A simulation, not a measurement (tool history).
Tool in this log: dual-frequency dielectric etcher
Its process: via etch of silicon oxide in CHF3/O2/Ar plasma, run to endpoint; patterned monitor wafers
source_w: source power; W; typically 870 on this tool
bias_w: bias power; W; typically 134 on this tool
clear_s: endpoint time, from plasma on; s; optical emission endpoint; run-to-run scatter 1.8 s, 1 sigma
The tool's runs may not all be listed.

run     day  source_w  bias_w  incoming incoming film thickness, nm  clear_s
  1       0       870     123                                 513.2    244.3
       0.35  -- wet clean of the chamber
  2   3.746       870     123                                 514.6    246.5
  3   6.329       870     147                                   513    228.6
  4   9.079       870     147                                 512.8    229.2
  5  12.792       710     134                                 513.7    269.8
  6  14.438       710     134                                   515      271
  7  16.208       710     134                                   513    266.5
  8  18.592       710     148                                 511.9    260.7
     20.875  -- wet clean of the chamber
  9  22.142       710     148                                 511.7    262.5
 10  23.725       870     134                                 509.6    235.5
     24.554  -- bias power generator calibrated
 11  35.479       870     156                                 513.1    225.2
      38.05  -- wet clean of the chamber
      38.45  -- upper electrode replaced
 12  39.404       670     114                                   512    299.5
     40.271  -- source power generator calibrated
 13  42.758       810     121                                 514.4    256.5
 14  45.046       870     125                                 514.8    245.7
 15  47.896       870     134                                 519.7    240.2
 16  51.129      1050     113                                   515    226.4
 17    55.1       790     122                                 514.6    262.4
     58.529  -- wet clean of the chamber
 18   58.55       770     156                                 511.6    240.3
 19  60.154       870     134                                 512.7    237.2
 20  63.654      1020     134                                 508.3      214

Here are 4 independent what-if runs from the current tool condition. What would each one return?
  A  63.675       760     134                                 513.9        ?
  B  63.675       870     110                                 513.9        ?
  C  63.675       660     152                                 513.9        ?
  D  63.675       870     124                                 513.9        ?

run  clear_s
  A    258.5
  B    255.2
  C      272
  D    243.9
Without the tool's unlogged condition, the same runs would have read:
run  clear_s
  A    258.5
  B    255.2
  C      272
  D    243.9
